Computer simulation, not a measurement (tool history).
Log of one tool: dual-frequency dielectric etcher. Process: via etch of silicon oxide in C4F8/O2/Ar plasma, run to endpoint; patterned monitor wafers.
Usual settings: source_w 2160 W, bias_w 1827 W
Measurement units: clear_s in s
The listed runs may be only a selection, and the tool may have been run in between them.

run   hour  source_w  bias_w  wafers since the last listed run  hours since the last wet clean  hours since the last source power generator calibration  hours since the last bias power generator calibration  hours since the last upper electrode change  incoming incoming film thickness, nm  clear_s
  1    0.0      1830    1827                                 0                           221.4                                                   1552.9                                                 3696.9                                       1766.5                                 838.4    175.8
  2   30.6      1830    1827                               136                           252.0                                                   1583.5                                                 3727.5                                       1797.1                                 841.0    177.8
  3   51.4      1830    1827                                93                           272.8                                                   1604.3                                                 3748.3                                       1817.9                                 830.1    174.4
  4   69.3      2160    1827                                80                           290.7                                                   1622.2                                                 3766.2                                       1835.8                                 834.1    165.5
  5  102.7      2160    1827                               149                           324.1                                                   1655.6                                                 3799.6                                       1869.2                                 840.1    166.7
  6  137.8      2160    1827                               157                           359.2                                                   1690.7                                                 3834.7                                       1904.3                                 843.7    168.0
  7  157.7      2160    1827                                89                           379.1                                                   1710.6                                                 3854.6                                       1924.2                                 842.2    167.9
  8  171.0      2160    1827                                59                           392.4                                                   1723.9                                                 3867.9                                       1937.5                                 840.6    167.1
  9  204.2      2160    1827                               148                           425.6                                                   1757.1                                                 3901.1                                       1970.7                                 850.0    168.0
     210.1  -- source power generator calibrated
 10  234.0      2570    1827                               115                           455.4                                                     23.9                                                 3930.9                                       2000.5                                 835.2    155.5
 11  254.0      2570    1827                                89                           475.4                                                     43.9                                                 3950.9                                       2020.5                                 838.9    156.7
 12  292.5      2160    1827                               172                           513.9                                                     82.4                                                 3989.4                                       2059.0                                 838.8    166.7
 13  305.2      2160    1827                                56                           526.6                                                     95.1                                                 4002.1                                       2071.7                                 841.2    166.2
 14  322.9      1660    1556                                79                           544.3                                                    112.8                                                 4019.8                                       2089.4                                 839.1    189.8
 15  355.6      2160    1689                               146                           577.0                                                    145.5                                                 4052.5                                       2122.1                                 837.1    169.9
 16  375.2      2570    1827                                87                           596.6                                                    165.1                                                 4072.1                                       2141.7                                 835.8    155.9
 17  404.6      2160    1827                               131                           626.0                                                    194.5                                                 4101.5                                       2171.1                                 842.8    167.6
     430.7  -- bias power generator calibrated
     440.3  -- wet clean of the chamber
     447.9  -- upper electrode replaced
 18  448.4      2630    1377                               101                             8.1                                                    238.3                                                   17.7                                          0.5                                 842.0    167.8
 19  455.0      2160    1964                                29                            14.7                                                    244.9                                                   24.3                                          7.1                                 836.7    162.9
 20  468.5      1880    1827                                60                            28.2                                                    258.4                                                   37.8                                         20.6                                 843.7    176.0
 21  498.3      2160    1827                               133                            58.0                                                    288.2                                                   67.6                                         50.4                                 835.4    165.6
 22  513.5      1830    1827                                68                            73.2                                                    303.4                                                   82.8                                         65.6                                 837.5    176.5
 23  534.0      2000    1827                                91                            93.7                                                    323.9                                                  103.3                                         86.1                                 832.6    170.5
 24  550.9      1900    1695                                75                           110.6                                                    340.8                                                  120.2                                        103.0                                 840.1    178.0
 25  576.5      2680    2165                               114                           136.2                                                    366.4                                                  145.8                                        128.6                                 836.0    147.1
 26  606.8      1910    1591                               135                           166.5                                                    396.7                                                  176.1                                        158.9                                 846.7    182.2
 27  633.9      2520    1690                               121                           193.6                                                    423.8                                                  203.2                                        186.0                                 846.1    162.5

Consider 5 possible next runs. They are alternatives, not a sequence: every one starts from the tool as it was left by run 27. What does each give?
  A  634.4      2160    2135                                 2                           194.1                                                    424.3                                                  203.7                                        186.5                                 838.1        ?
  B  634.4      2160    2005                                 2                           194.1                                                    424.3                                                  203.7                                        186.5                                 838.1        ?
  C  634.4      1980    2261                                 2                           194.1                                                    424.3                                                  203.7                                        186.5                                 838.1        ?
  D  634.4      1990    1539                                 2                           194.1                                                    424.3                                                  203.7                                        186.5                                 838.1        ?
  E  634.4      2570    2088                                 2                           194.1                                                    424.3                                                  203.7                                        186.5                                 838.1        ?

run  clear_s
  A    159.7
  B    162.5
  C    161.9
  D    179.2
  E    151.4
Had the tool no hidden state, the same runs would have come out as:
run  clear_s
  A    159.7
  B    162.5
  C    161.9
  D    179.2
  E    151.4

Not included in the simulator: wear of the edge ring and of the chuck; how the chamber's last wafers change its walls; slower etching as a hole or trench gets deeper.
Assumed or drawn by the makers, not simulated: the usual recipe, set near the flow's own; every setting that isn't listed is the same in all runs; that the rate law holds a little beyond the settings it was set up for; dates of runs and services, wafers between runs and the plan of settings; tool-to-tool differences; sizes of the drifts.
